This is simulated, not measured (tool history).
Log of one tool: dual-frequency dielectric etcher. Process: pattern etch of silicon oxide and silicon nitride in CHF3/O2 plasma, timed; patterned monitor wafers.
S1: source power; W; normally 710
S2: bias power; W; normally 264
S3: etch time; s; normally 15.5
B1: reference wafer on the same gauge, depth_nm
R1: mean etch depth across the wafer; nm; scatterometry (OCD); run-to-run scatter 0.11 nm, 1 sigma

| run | day | S1 | S2 | S3 | B1 | R1 |
|---|---|---|---|---|---|---|
| 1 | 0 | 750 | 264 | 12 | 30.34 | 21.45 |
| 2 | 3.692 | 750 | 264 | 12 | 30.33 | 21.47 |
| 3 | 5.712 | 750 | 264 | 12 | 30.36 | 21.41 |
| 4 | 8 | 710 | 264 | 15.5 | 30.23 | 26.96 |
| 5 | 12.296 | 710 | 264 | 15.5 | 30.18 | 26.85 |
| 6 | 14.358 | 850 | 264 | 15.5 | 30.22 | 29.57 |
| 7 | 23.096 | 850 | 264 | 15.5 | 30.09 | 29.36 |
| 8 | 24.242 | 850 | 264 | 15.5 | 29.99 | 29.44 |
| 9 | 26.392 | 710 | 249 | 15.5 | 29.91 | 26.13 |
| 10 | 28.517 | 710 | 249 | 15.5 | 29.92 | 26.14 |
| 11 | 30.038 | 550 | 264 | 13 | 29.87 | 19.1 |
| 12 | 32.55 | 580 | 285 | 12 | 29.87 | 18.73 |
| 13 | 34.562 | 710 | 264 | 15.5 | 30.27 | 27 |
| 14 | 38.017 | 890 | 207 | 18.5 | 30.32 | 33.87 |
| 15 | 42.204 | 610 | 264 | 13 | 30.26 | 20.67 |
| 16 | 43.829 | 580 | 303 | 13.5 | 30.25 | 21.7 |
| 17 | 45.721 | 710 | 224 | 13 | 30.25 | 21.7 |
| 18 | 50.183 | 710 | 264 | 15.5 | 30.24 | 26.94 |
| 19 | 53.721 | 800 | 303 | 15.5 | 30.18 | 29.75 |
| 20 | 56.692 | 710 | 249 | 15.5 | 30.1 | 26.57 |

Removed from this log: 8 entries logged between the listed runs. Between which two listed runs does each belong, and how does the tool's hidden state at the listed run before it compare with that at the listed run after it?
Runs 1 to 2: wet clean of the chamber (day 0.612)
  gauge reads high (%): 0.185 -> 0.08
  measured minus no-state result, R1: +0.04 -> +0.01 nm
Runs 6 to 7: wet clean of the chamber (day 18.621); upper electrode replaced (day 23.075)
  gauge reads high (%): -0.356 -> -0.861
  measured minus no-state result, R1: -0.11 -> -0.26 nm
Runs 11 to 12: source power generator calibrated (day 31.983); wet clean of the chamber (day 32.529)
  gauge reads high (%): -1.36 -> -1.56
  measured minus no-state result, R1: -0.26 -> -0.29 nm
Runs 12 to 13: gauge calibrated (day 32.896)
  gauge reads high (%): -1.56 -> -0.00878
  measured minus no-state result, R1: -0.29 -> +0 nm
Runs 14 to 15: bias power generator calibrated (day 40.838)
  gauge reads high (%): -0.0291 -> -0.0816
  measured minus no-state result, R1: -0.01 -> -0.02 nm
Runs 17 to 18: wet clean of the chamber (day 47.454)
  gauge reads high (%): -0.149 -> -0.266
  measured minus no-state result, R1: -0.03 -> -0.07 nm

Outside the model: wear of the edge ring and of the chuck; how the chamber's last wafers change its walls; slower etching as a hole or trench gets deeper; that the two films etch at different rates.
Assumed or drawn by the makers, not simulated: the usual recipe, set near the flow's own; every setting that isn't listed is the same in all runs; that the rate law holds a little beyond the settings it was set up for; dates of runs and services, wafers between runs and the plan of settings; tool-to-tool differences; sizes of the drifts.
